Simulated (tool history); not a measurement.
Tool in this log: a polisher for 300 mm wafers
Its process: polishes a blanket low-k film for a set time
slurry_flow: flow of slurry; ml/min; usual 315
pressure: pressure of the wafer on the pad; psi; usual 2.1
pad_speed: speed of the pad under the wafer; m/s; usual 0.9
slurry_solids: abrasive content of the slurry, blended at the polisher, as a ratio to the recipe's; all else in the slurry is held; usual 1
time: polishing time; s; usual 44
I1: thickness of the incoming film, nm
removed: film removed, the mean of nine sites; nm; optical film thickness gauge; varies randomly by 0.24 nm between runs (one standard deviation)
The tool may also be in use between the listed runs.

{"run": 1, "day": 0.0, "slurry_flow": 315, "pressure": 2.1, "pad_speed": 0.9, "slurry_solids": 1, "time": 55, "I1": 487.2, "removed": 26.1}
{"run": 2, "day": 1.425, "slurry_flow": 315, "pressure": 2.1, "pad_speed": 0.9, "slurry_solids": 1, "time": 44, "I1": 476.8, "removed": 21}
{"run": 3, "day": 2.775, "slurry_flow": 315, "pressure": 2.1, "pad_speed": 0.9, "slurry_solids": 1, "time": 44, "I1": 481.8, "removed": 20.6}
{"day": 3.15, "done": "worn pad replaced by a new one"}
{"run": 4, "day": 4.167, "slurry_flow": 315, "pressure": 2.1, "pad_speed": 0.9, "slurry_solids": 1, "time": 44, "I1": 484.5, "removed": 20.8}
{"run": 5, "day": 5.192, "slurry_flow": 315, "pressure": 2.1, "pad_speed": 0.9, "slurry_solids": 1, "time": 44, "I1": 474, "removed": 20.2}
{"day": 5.5, "done": "conditioning disc replaced and pad reconditioned"}
{"day": 7.904, "done": "worn pad replaced by a new one"}
{"run": 6, "day": 8.621, "slurry_flow": 315, "pressure": 2.1, "pad_speed": 0.9, "slurry_solids": 1, "time": 44, "I1": 470.7, "removed": 19.8}
{"day": 9.221, "done": "slurry blender recalibrated"}
{"run": 7, "day": 9.242, "slurry_flow": 315, "pressure": 2.1, "pad_speed": 0.9, "slurry_solids": 1, "time": 44, "I1": 482.4, "removed": 20.3}
{"day": 9.858, "done": "slurry nozzle cleaned"}
{"run": 8, "day": 10.075, "slurry_flow": 315, "pressure": 2.1, "pad_speed": 0.9, "slurry_solids": 1.2, "time": 44, "I1": 477.8, "removed": 24.3}
{"run": 9, "day": 11.317, "slurry_flow": 315, "pressure": 2.1, "pad_speed": 0.9, "slurry_solids": 1.2, "time": 44, "I1": 479.4, "removed": 23.5}
{"day": 11.517, "done": "head pressure recalibrated"}
{"run": 10, "day": 11.904, "slurry_flow": 315, "pressure": 2.1, "pad_speed": 0.9, "slurry_solids": 1.2, "time": 44, "I1": 475.2, "removed": 23.7}
{"day": 12.192, "done": "conditioning disc replaced and pad reconditioned"}
{"run": 11, "day": 12.654, "slurry_flow": 315, "pressure": 2.1, "pad_speed": 0.9, "slurry_solids": 1, "time": 44, "I1": 475.2, "removed": 20.9}
{"day": 13.242, "done": "worn pad replaced by a new one"}
{"run": 12, "day": 13.258, "slurry_flow": 385, "pressure": 2.1, "pad_speed": 1.16, "slurry_solids": 1, "time": 30, "I1": 487.4, "removed": 18}
{"run": 13, "day": 14.133, "slurry_flow": 255, "pressure": 2.4, "pad_speed": 0.66, "slurry_solids": 1, "time": 44, "I1": 483.6, "removed": 17.5}
{"run": 14, "day": 15.267, "slurry_flow": 315, "pressure": 2.1, "pad_speed": 0.9, "slurry_solids": 1, "time": 31, "I1": 475.3, "removed": 15}
{"run": 15, "day": 16.758, "slurry_flow": 315, "pressure": 2.1, "pad_speed": 0.9, "slurry_solids": 1.25, "time": 54, "I1": 481.6, "removed": 29.1}
{"run": 16, "day": 17.512, "slurry_flow": 315, "pressure": 2.1, "pad_speed": 0.9, "slurry_solids": 1, "time": 58, "I1": 477.6, "removed": 26.9}
{"run": 17, "day": 18.7, "slurry_flow": 315, "pressure": 1.9, "pad_speed": 0.74, "slurry_solids": 1.25, "time": 44, "I1": 483.9, "removed": 18.5}
{"day": 18.958, "done": "worn pad replaced by a new one"}
{"run": 18, "day": 20.012, "slurry_flow": 275, "pressure": 1.7, "pad_speed": 0.9, "slurry_solids": 1, "time": 44, "I1": 480.5, "removed": 16.8}
{"day": 20.238, "done": "slurry nozzle cleaned"}
{"day": 20.583, "done": "conditioning disc replaced and pad reconditioned"}
{"run": 19, "day": 21.262, "slurry_flow": 315, "pressure": 2.1, "pad_speed": 0.9, "slurry_solids": 1, "time": 58, "I1": 472.5, "removed": 27.1}
{"run": 20, "day": 22.708, "slurry_flow": 315, "pressure": 2.1, "pad_speed": 0.9, "slurry_solids": 1, "time": 44, "I1": 471.1, "removed": 21}
{"day": 23.404, "done": "worn pad replaced by a new one"}
{"run": 21, "day": 23.721, "slurry_flow": 315, "pressure": 2.1, "pad_speed": 0.68, "slurry_solids": 0.8, "time": 36, "I1": 481.2, "removed": 11.2}
{"run": 22, "day": 24.229, "slurry_flow": 225, "pressure": 1.6, "pad_speed": 0.9, "slurry_solids": 0.75, "time": 44, "I1": 477.2, "removed": 12.1}
{"run": 23, "day": 25.371, "slurry_flow": 315, "pressure": 2.1, "pad_speed": 0.9, "slurry_solids": 1, "time": 44, "I1": 486, "removed": 20.6}

Branching from run 23: 3 alternative next runs. What would each branch give?
{"run": "A", "day": 25.388, "slurry_flow": 315, "pressure": 2.1, "pad_speed": 0.9, "slurry_solids": 1, "time": 44, "I1": 483, "removed": "?"}
{"run": "B", "day": 25.388, "slurry_flow": 315, "pressure": 2.4, "pad_speed": 1.04, "slurry_solids": 1, "time": 50, "I1": 483, "removed": "?"}
{"run": "C", "day": 25.388, "slurry_flow": 395, "pressure": 2.4, "pad_speed": 0.98, "slurry_solids": 1, "time": 44, "I1": 483, "removed": "?"}

run=A removed=20.8
run=B removed=29.6
run=C removed=25.4
With the hidden condition removed and each run's random variation left untouched, the same runs would have given:
run=A removed=21.2
run=B removed=30.3
run=C removed=25.9

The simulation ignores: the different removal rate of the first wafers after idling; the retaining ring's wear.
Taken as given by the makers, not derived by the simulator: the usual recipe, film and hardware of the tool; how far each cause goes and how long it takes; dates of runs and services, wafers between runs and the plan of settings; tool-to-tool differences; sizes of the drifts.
